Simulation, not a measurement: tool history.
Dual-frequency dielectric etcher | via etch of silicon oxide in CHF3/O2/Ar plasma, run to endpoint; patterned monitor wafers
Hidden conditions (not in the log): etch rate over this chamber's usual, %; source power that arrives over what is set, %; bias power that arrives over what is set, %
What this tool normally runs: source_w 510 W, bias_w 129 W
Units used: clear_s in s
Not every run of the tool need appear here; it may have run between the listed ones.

run,day,source_w,bias_w,wafers since the last listed run,hours since the last wet clean,hours since the last source power generator calibration,hours since the last bias power generator calibration,hours since the last upper electrode change,"incoming incoming film thickness, nm",clear_s
1,0,460,129,0,380.4,1600.2,4036.1,4966.4,489.3,314.5
2,0.675,460,129,109,396.6,1616.4,4052.3,4982.6,492,317.4
3,1.221,510,129,88,409.7,1629.5,4065.4,4995.7,487.6,301.5
4,1.896,510,129,109,425.9,1645.7,4081.6,5011.9,488.4,301
5,2.462,510,129,92,439.5,1659.3,4095.2,5025.5,493.5,302.8
6,3.117,540,129,106,455.2,1675,4110.9,5041.2,493,299.3
7,3.458,510,129,55,463.4,1683.2,4119.1,5049.4,492.5,305.6
# day 4.633: source power generator calibrated
# day 4.883: wet clean of the chamber
8,4.904,510,129,167,0.5,6.5,4153.8,5084.1,490.7,291.8
9,4.921,510,129,2,0.9,6.9,4154.2,5084.5,494.7,295.1
10,4.938,510,129,2,1.3,7.3,4154.6,5084.9,489.6,292.8
11,5.521,510,129,94,15.3,21.3,4168.6,5098.9,490.8,294.8
12,5.983,420,115,75,26.4,32.4,4179.7,5110,499.1,337.7
13,6.342,590,106,58,35,41,4188.3,5118.6,485.2,287.5
14,6.621,470,116,45,41.7,47.7,4195,5125.3,491.2,315.4
# day 7.688: upper electrode replaced
15,7.708,510,129,14,67.8,73.8,4221.1,0.5,493.9,299.5
16,7.725,510,129,2,68.2,74.2,4221.5,0.9,489.8,296.9
17,7.933,510,129,33,73.2,79.2,4226.5,5.9,487.2,293.4
18,8.462,600,138,85,85.9,91.9,4239.2,18.6,490.1,272.5
19,9.125,400,117,107,101.8,107.8,4255.1,34.5,491.9,340.9
20,9.458,510,129,54,109.8,115.8,4263.1,42.5,487,293.3
# day 10.042: bias power generator calibrated
21,11.542,560,115,311,159.8,165.8,36,92.5,492.7,296.6
22,12.233,450,129,112,176.4,182.4,52.6,109.1,489.8,315.2
23,12.675,570,109,71,187,193,63.2,119.7,494.7,297

5 options for the next run, each taken on its own from the tool as it stands now. Forecast them:
A,12.696,510,129,3,187.5,193.5,63.7,120.2,495.8,?
B,12.696,400,152,3,187.5,193.5,63.7,120.2,495.8,?
C,12.696,510,107,3,187.5,193.5,63.7,120.2,495.8,?
D,12.696,590,157,3,187.5,193.5,63.7,120.2,495.8,?
E,12.696,550,143,3,187.5,193.5,63.7,120.2,495.8,?

run,clear_s
A,302
B,319.2
C,317.6
D,268.8
E,284.3
Take away the tool's hidden state, keep each run's random variation, and the runs would have read:
run,clear_s
A,295.9
B,312.7
C,311.1
D,263.3
E,278.5
